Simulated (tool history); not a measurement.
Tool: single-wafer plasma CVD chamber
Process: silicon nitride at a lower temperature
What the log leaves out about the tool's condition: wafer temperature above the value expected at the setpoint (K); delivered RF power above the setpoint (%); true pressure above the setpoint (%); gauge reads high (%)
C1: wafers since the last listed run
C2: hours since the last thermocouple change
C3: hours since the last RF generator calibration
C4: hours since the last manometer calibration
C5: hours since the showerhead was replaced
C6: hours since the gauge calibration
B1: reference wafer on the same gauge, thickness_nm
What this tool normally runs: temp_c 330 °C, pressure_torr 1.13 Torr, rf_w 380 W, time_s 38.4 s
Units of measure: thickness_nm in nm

run 1 hour=0 | temp_c=330 pressure_torr=1.13 rf_w=405 time_s=38.4 | C1=0 C2=1041.2 C3=1153.2 C4=1978.4 C5=7165.2 C6=1135.4 | B1=44.45 | thickness_nm=51.643
-- hour=87.6 gauge calibrated
run 2 hour=175.6 | temp_c=330 pressure_torr=1.13 rf_w=380 time_s=38.4 | C1=5855 C2=1216.8 C3=1328.8 C4=2154 C5=7340.8 C6=88 | B1=44.561 | thickness_nm=50.169
run 3 hour=281.4 | temp_c=330 pressure_torr=1.13 rf_w=380 time_s=38.4 | C1=3528 C2=1322.6 C3=1434.6 C4=2259.8 C5=7446.6 C6=193.8 | B1=44.509 | thickness_nm=50.003
run 4 hour=385.7 | temp_c=330 pressure_torr=1.13 rf_w=380 time_s=38.4 | C1=3478 C2=1426.9 C3=1538.9 C4=2364.1 C5=7550.9 C6=298.1 | B1=44.509 | thickness_nm=50.289
run 5 hour=439.9 | temp_c=321 pressure_torr=1.13 rf_w=380 time_s=36.7 | C1=1807 C2=1481.1 C3=1593.1 C4=2418.3 C5=7605.1 C6=352.3 | B1=44.503 | thickness_nm=48.06
-- hour=516.4 showerhead replaced, of another model than before
run 6 hour=518.8 | temp_c=321 pressure_torr=1.13 rf_w=380 time_s=36.7 | C1=2364 C2=1560 C3=1672 C4=2497.2 C5=2.4 C6=431.2 | B1=44.511 | thickness_nm=46.525
run 7 hour=569.8 | temp_c=321 pressure_torr=1.13 rf_w=380 time_s=36.7 | C1=1700 C2=1611 C3=1723 C4=2548.2 C5=53.4 C6=482.2 | B1=44.549 | thickness_nm=46.901
run 8 hour=660.4 | temp_c=330 pressure_torr=1.13 rf_w=380 time_s=38.4 | C1=3021 C2=1701.6 C3=1813.6 C4=2638.8 C5=144 C6=572.8 | B1=44.479 | thickness_nm=48.618
run 9 hour=739.7 | temp_c=330 pressure_torr=1.13 rf_w=380 time_s=38.4 | C1=2644 C2=1780.9 C3=1892.9 C4=2718.1 C5=223.3 C6=652.1 | B1=44.535 | thickness_nm=48.619
run 10 hour=793.4 | temp_c=330 pressure_torr=1.13 rf_w=380 time_s=32.6 | C1=1790 C2=1834.6 C3=1946.6 C4=2771.8 C5=277 C6=705.8 | B1=44.467 | thickness_nm=41.592
run 11 hour=899.1 | temp_c=330 pressure_torr=1.13 rf_w=380 time_s=32.6 | C1=3524 C2=1940.3 C3=2052.3 C4=2877.5 C5=382.7 C6=811.5 | B1=44.533 | thickness_nm=41.355
-- hour=909.9 capacitance manometer re-zeroed and calibrated
run 12 hour=989.2 | temp_c=330 pressure_torr=1.13 rf_w=345 time_s=38.4 | C1=2737 C2=2030.4 C3=2142.4 C4=79.3 C5=472.8 C6=901.6 | B1=44.543 | thickness_nm=50.241
run 13 hour=1049.6 | temp_c=330 pressure_torr=1.13 rf_w=405 time_s=38.4 | C1=2014 C2=2090.8 C3=2202.8 C4=139.7 C5=533.2 C6=962 | B1=44.545 | thickness_nm=52.661
-- hour=1061 thermocouple changed; heater temperature recalibrated
run 14 hour=1102.6 | temp_c=337 pressure_torr=1.37 rf_w=380 time_s=38.4 | C1=1500 C2=41.6 C3=2255.8 C4=192.7 C5=586.2 C6=1015 | B1=44.545 | thickness_nm=58.312
-- hour=1148 RF generator calibrated
-- hour=1201.1 gauge calibrated
run 15 hour=1256.7 | temp_c=330 pressure_torr=1.13 rf_w=380 time_s=38.4 | C1=4872 C2=195.7 C3=108.7 C4=346.8 C5=740.3 C6=55.6 | B1=44.527 | thickness_nm=51.279
run 16 hour=1351.1 | temp_c=330 pressure_torr=1.13 rf_w=380 time_s=41.7 | C1=3148 C2=290.1 C3=203.1 C4=441.2 C5=834.7 C6=150 | B1=44.471 | thickness_nm=55.212
run 17 hour=1430.2 | temp_c=330 pressure_torr=1.27 rf_w=425 time_s=38.4 | C1=2637 C2=369.2 C3=282.2 C4=520.3 C5=913.8 C6=229.1 | B1=44.499 | thickness_nm=57.556
run 18 hour=1469.9 | temp_c=330 pressure_torr=0.85 rf_w=330 time_s=38.4 | C1=1323 C2=408.9 C3=321.9 C4=560 C5=953.5 C6=268.8 | B1=44.512 | thickness_nm=28.831
run 19 hour=1523.2 | temp_c=330 pressure_torr=1.27 rf_w=425 time_s=38.4 | C1=1777 C2=462.2 C3=375.2 C4=613.3 C5=1006.8 C6=322.1 | B1=44.489 | thickness_nm=57.093
run 20 hour=1579 | temp_c=330 pressure_torr=1.13 rf_w=380 time_s=38.4 | C1=1860 C2=518 C3=431 C4=669.1 C5=1062.6 C6=377.9 | B1=44.469 | thickness_nm=50.446
run 21 hour=1652.7 | temp_c=330 pressure_torr=1.13 rf_w=380 time_s=31 | C1=2457 C2=591.7 C3=504.7 C4=742.8 C5=1136.3 C6=451.6 | B1=44.497 | thickness_nm=40.571
run 22 hour=1715.1 | temp_c=330 pressure_torr=1.02 rf_w=420 time_s=45.1 | C1=2080 C2=654.1 C3=567.1 C4=805.2 C5=1198.7 C6=514 | B1=44.53 | thickness_nm=54.804

Below are 4 alternative next runs, each starting from the tool's condition after run 22. Predict each:
run A hour=1715.5 | temp_c=321 pressure_torr=1.13 rf_w=380 time_s=38.4 | C1=13 C2=654.5 C3=567.5 C4=805.6 C5=1199.1 C6=514.4 | B1=? | thickness_nm=?
run B hour=1715.5 | temp_c=330 pressure_torr=1.13 rf_w=310 time_s=38.4 | C1=13 C2=654.5 C3=567.5 C4=805.6 C5=1199.1 C6=514.4 | B1=? | thickness_nm=?
run C hour=1715.5 | temp_c=340 pressure_torr=1.13 rf_w=380 time_s=38.4 | C1=13 C2=654.5 C3=567.5 C4=805.6 C5=1199.1 C6=514.4 | B1=? | thickness_nm=?
run D hour=1715.5 | temp_c=315 pressure_torr=0.94 rf_w=340 time_s=38.4 | C1=13 C2=654.5 C3=567.5 C4=805.6 C5=1199.1 C6=514.4 | B1=? | thickness_nm=?

run=A B1=44.534 thickness_nm=50.347
run=B B1=44.534 thickness_nm=47.257
run=C B1=44.534 thickness_nm=49.998
run=D B1=44.534 thickness_nm=38.691
Stripped of hidden state, with their random variation kept, the same runs would have yielded:
run=A thickness_nm=51.831
run=B thickness_nm=48.65
run=C thickness_nm=51.472
run=D thickness_nm=40.378

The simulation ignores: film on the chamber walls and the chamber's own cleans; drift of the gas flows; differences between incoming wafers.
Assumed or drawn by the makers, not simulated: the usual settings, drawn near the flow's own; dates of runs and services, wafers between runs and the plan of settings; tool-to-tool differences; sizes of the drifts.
